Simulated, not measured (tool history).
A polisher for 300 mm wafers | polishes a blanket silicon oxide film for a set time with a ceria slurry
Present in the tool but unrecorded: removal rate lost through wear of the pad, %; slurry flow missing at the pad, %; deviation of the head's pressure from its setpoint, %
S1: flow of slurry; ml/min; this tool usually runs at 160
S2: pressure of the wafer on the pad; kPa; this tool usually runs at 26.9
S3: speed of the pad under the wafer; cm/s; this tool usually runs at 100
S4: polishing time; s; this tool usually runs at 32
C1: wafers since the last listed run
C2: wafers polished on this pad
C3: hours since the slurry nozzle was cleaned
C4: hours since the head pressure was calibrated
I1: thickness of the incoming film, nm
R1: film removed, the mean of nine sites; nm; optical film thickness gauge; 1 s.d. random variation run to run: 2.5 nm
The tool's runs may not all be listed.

run   hour   S1    S2   S3  S4   C1    C2     C3     C4      I1     R1
  1    0.0  160  26.9  100  32    0   416  543.3   44.5  1820.5  200.8
  2    7.1  160  26.9  100  32   87   504  550.4   51.6  1824.9  195.9
  3   24.1  160  29.0  100  32  209   713  567.4   68.6  1848.5  210.6
  4   34.0  160  29.0  100  32  121   835  577.3   78.5  1825.9  214.8
  5   49.3  160  20.0  100  32  188  1023  592.6   93.8  1836.4  150.4
  6   56.9  160  26.9  100  32   93  1117  600.2  101.4  1882.6  201.0
  7   73.6  160  26.9  100  32  205  1323  616.9  118.1  1832.6  196.2
      86.0  -- worn pad replaced by a new one
  8   86.5  160  26.9  100  32  109     5  629.8  131.0  1857.4  198.0
  9   98.4  160  26.9  100  28  146   152  641.7  142.9  1838.7  169.4
 10  109.4  160  26.9  100  32  135   287  652.7  153.9  1876.5  191.4
 11  115.6  160  26.9  100  32   76   363  658.9  160.1  1844.4  188.3
 12  130.8  160  26.9  100  32  187   551  674.1  175.3  1818.3  192.6
 13  140.9  160  26.9  100  32  124   675  684.2  185.4  1846.8  189.3
 14  153.7  160  26.9  100  32  157   833  697.0  198.2  1843.5  192.4
 15  167.2  105  26.9  100  42  166   999  710.5  211.7  1839.7  223.6
 16  185.1  125  26.9  100  25  220  1219  728.4  229.6  1862.3  137.7
     199.0  -- slurry nozzle cleaned
 17  202.6  160  26.9  100  32  203  1422    3.6  247.1  1841.2  207.2
 18  211.9  135  26.9  100  32  114  1537   12.9  256.4  1851.5  201.1
     220.0  -- worn pad replaced by a new one
 19  221.4  160  26.9  100  32   67    17   22.4  265.9  1807.8  204.3
 20  234.5  160  26.9  100  24  161   178   35.5  279.0  1829.3  155.9
 21  248.5  160  26.9  112  38  172   350   49.5  293.0  1844.8  273.3
 22  260.0  160  26.9  100  32  141   492   61.0  304.5  1825.4  205.7
 23  306.2  160  30.3  100  32  568  1061  107.2  350.7  1840.8  232.2
 24  312.8  160  26.9  100  32   81  1142  113.8  357.3  1849.5  203.9
 25  321.8  160  26.9  100  32  110  1253  122.8  366.3  1827.7  208.2
     326.5  -- worn pad replaced by a new one
     328.2  -- head pressure recalibrated
 26  336.5  160  26.9  100  32  110   101  137.5    8.3  1819.9  209.4
 27  345.7  160  26.9  100  32  113   215  146.7   17.5  1864.2  208.4
 28  358.7  160  26.9  126  41  160   375  159.7   30.5  1840.9  335.5
 29  371.4  215  26.9  100  40  156   531  172.4   43.2  1818.6  271.7
 30  383.2  160  31.7  112  23  145   676  184.2   55.0  1850.3  195.2
 31  393.7  160  26.9  100  32  129   806  194.7   65.5  1804.1  206.8
 32  405.5  160  26.9   70  32  145   951  206.5   77.3  1852.2  148.4
 33  414.5  180  33.1   90  32  110  1062  215.5   86.3  1844.9  230.0
     432.8  -- worn pad replaced by a new one
 34  464.2  160  26.9   82  32  562   387  265.2  136.0  1844.1  167.8
 35  478.6  125  26.9  134  32  177   564  279.6  150.4  1826.7  261.0
 36  485.5  160  26.9  100  32   84   649  286.5  157.3  1835.9  203.7
 37  499.0  190  31.0  120  32  166   815  300.0  170.8  1855.4  287.2

Branching from run 37: 4 alternative next runs. What would each branch give?
  A  499.4  160  26.9  100  32   4  820  300.4  171.2  1810.8   ?
  B  499.4  135  31.7  100  32   4  820  300.4  171.2  1810.8   ?
  C  499.4  185  26.9   88  32   4  820  300.4  171.2  1810.8   ?
  D  499.4  130  26.9   66  32   4  820  300.4  171.2  1810.8   ?

run     R1
  A  204.2
  B  233.5
  C  184.3
  D  133.4
With no hidden state in the tool, these same runs would have given:
run     R1
  A  206.7
  B  236.8
  C  186.3
  D  135.4

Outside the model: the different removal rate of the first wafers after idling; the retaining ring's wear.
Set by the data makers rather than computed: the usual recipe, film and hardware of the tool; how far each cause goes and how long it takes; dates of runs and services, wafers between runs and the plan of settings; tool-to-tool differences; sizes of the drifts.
